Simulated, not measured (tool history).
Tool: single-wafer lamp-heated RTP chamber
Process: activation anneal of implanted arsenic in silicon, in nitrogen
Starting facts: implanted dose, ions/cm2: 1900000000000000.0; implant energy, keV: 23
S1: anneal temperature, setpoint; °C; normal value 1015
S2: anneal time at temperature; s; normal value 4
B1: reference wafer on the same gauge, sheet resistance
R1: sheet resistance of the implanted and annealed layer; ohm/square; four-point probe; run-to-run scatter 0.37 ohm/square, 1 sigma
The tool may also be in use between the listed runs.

run,hour,S1,S2,B1,R1
1,0.0,1005,4,136.68,116.71
2,27.7,1005,4,137.04,116.66
3,58.8,1015,3,137.19,117.47
4,85.0,1015,5,137.03,112.32
5,113.4,1034,5,137.38,106.37
6,141.8,1034,5,137.39,105.90
7,162.5,1038,4,137.74,107.28
# hour 191.4: pyrometer window cleaned and pyrometer calibrated
8,191.9,1038,4,137.84,107.43
9,199.4,1022,3,137.88,115.58
10,218.1,1022,3,137.93,114.82
11,247.2,1022,3,138.20,115.28
# hour 267.4: reflector plate cleaned
12,275.7,1030,4,138.10,110.53
13,302.7,987,5,138.33,121.96
14,319.2,1022,3,138.40,115.86
15,332.0,1042,3,138.45,109.24
16,355.3,1044,5,138.66,104.11
17,380.8,1007,3,138.62,120.47
# hour 390.4: gauge calibrated
18,416.3,1015,4,136.02,112.94
19,432.2,1026,4,136.20,109.59
# hour 466.5: pyrometer window cleaned and pyrometer calibrated
20,479.7,1033,6,136.45,103.46
21,513.9,991,4,136.59,121.13
22,542.5,1000,4,136.77,118.87
23,563.6,1023,4,136.92,111.69
24,582.1,997,3,136.94,121.88
25,595.4,994,6,137.17,116.89

Below are 4 alternative next runs, each starting from the tool's condition after run 25. Predict each:
A,595.8,1003,4,?,?
B,595.8,1040,5,?,?
C,595.8,1027,4,?,?
D,595.8,1025,4,?,?

run,B1,R1
A,137.18,117.87
B,137.18,103.57
C,137.18,110.13
D,137.18,110.77
Without the tool's hidden state the same runs would have given:
run,R1
A,116.94
B,102.75
C,109.26
D,109.90
